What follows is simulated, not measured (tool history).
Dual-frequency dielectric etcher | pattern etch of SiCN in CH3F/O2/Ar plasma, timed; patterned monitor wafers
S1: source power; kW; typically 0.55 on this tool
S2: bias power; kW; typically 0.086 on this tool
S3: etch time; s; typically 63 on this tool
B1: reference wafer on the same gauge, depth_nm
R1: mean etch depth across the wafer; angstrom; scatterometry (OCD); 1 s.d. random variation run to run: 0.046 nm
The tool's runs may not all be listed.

run 1 day=0 | S1=0.55 S2=0.086 S3=63 | B1=31.89 | R1=308.4
run 2 day=1.333 | S1=0.55 S2=0.086 S3=63 | B1=31.87 | R1=308.5
run 3 day=2.525 | S1=0.55 S2=0.086 S3=57.5 | B1=31.91 | R1=282.8
run 4 day=3.579 | S1=0.55 S2=0.086 S3=68.5 | B1=31.9 | R1=336.2
run 5 day=4.679 | S1=0.55 S2=0.086 S3=68.5 | B1=31.9 | R1=335.9
run 6 day=5.312 | S1=0.55 S2=0.086 S3=68.5 | B1=31.88 | R1=336.4
run 7 day=6.15 | S1=0.55 S2=0.086 S3=56 | B1=31.9 | R1=275
-- day=7.617 wet clean of the chamber
run 8 day=7.638 | S1=0.55 S2=0.086 S3=56 | B1=31.87 | R1=271.4
run 9 day=10.788 | S1=0.55 S2=0.086 S3=56 | B1=31.91 | R1=270.9
run 10 day=11.392 | S1=0.55 S2=0.086 S3=63 | B1=31.91 | R1=305.1
-- day=12.738 upper electrode replaced
run 11 day=12.758 | S1=0.55 S2=0.086 S3=63 | B1=31.88 | R1=305.7
run 12 day=13.6 | S1=0.55 S2=0.086 S3=63 | B1=31.9 | R1=306.3
-- day=14.362 bias power generator calibrated
run 13 day=14.608 | S1=0.55 S2=0.086 S3=63 | B1=31.9 | R1=305.8
run 14 day=15.308 | S1=0.49 S2=0.106 S3=51.5 | B1=31.9 | R1=256
-- day=15.308 gauge calibrated
run 15 day=16.017 | S1=0.55 S2=0.086 S3=63 | B1=31.89 | R1=306.9
-- day=16.621 source power generator calibrated
run 16 day=16.642 | S1=0.55 S2=0.108 S3=63 | B1=31.91 | R1=330.9
run 17 day=17.292 | S1=0.55 S2=0.086 S3=47 | B1=31.92 | R1=228.4
run 18 day=18.504 | S1=0.51 S2=0.086 S3=63 | B1=31.88 | R1=296.4
run 19 day=19.196 | S1=0.66 S2=0.07 S3=56.5 | B1=31.91 | R1=280
run 20 day=19.8 | S1=0.55 S2=0.086 S3=63 | B1=31.88 | R1=307.9
run 21 day=20.971 | S1=0.55 S2=0.086 S3=46 | B1=31.88 | R1=224.3
run 22 day=21.562 | S1=0.46 S2=0.086 S3=63 | B1=31.9 | R1=283.8
run 23 day=22.921 | S1=0.55 S2=0.068 S3=63 | B1=31.91 | R1=285.1
run 24 day=23.842 | S1=0.61 S2=0.086 S3=76 | B1=31.9 | R1=389.4

Consider 3 possible next runs. They are alternatives, not a sequence: every one starts from the tool as it was left by run 24. What does each give?
run A day=23.858 | S1=0.45 S2=0.086 S3=63 | B1=? | R1=?
run B day=23.858 | S1=0.46 S2=0.094 S3=68.5 | B1=? | R1=?
run C day=23.858 | S1=0.62 S2=0.086 S3=76.5 | B1=? | R1=?

run=A B1=31.92 R1=280.8
run=B B1=31.92 R1=318
run=C B1=31.92 R1=394.2
Without the tool's hidden state the same runs would have given:
run=A R1=278
run=B R1=314.9
run=C R1=390.4
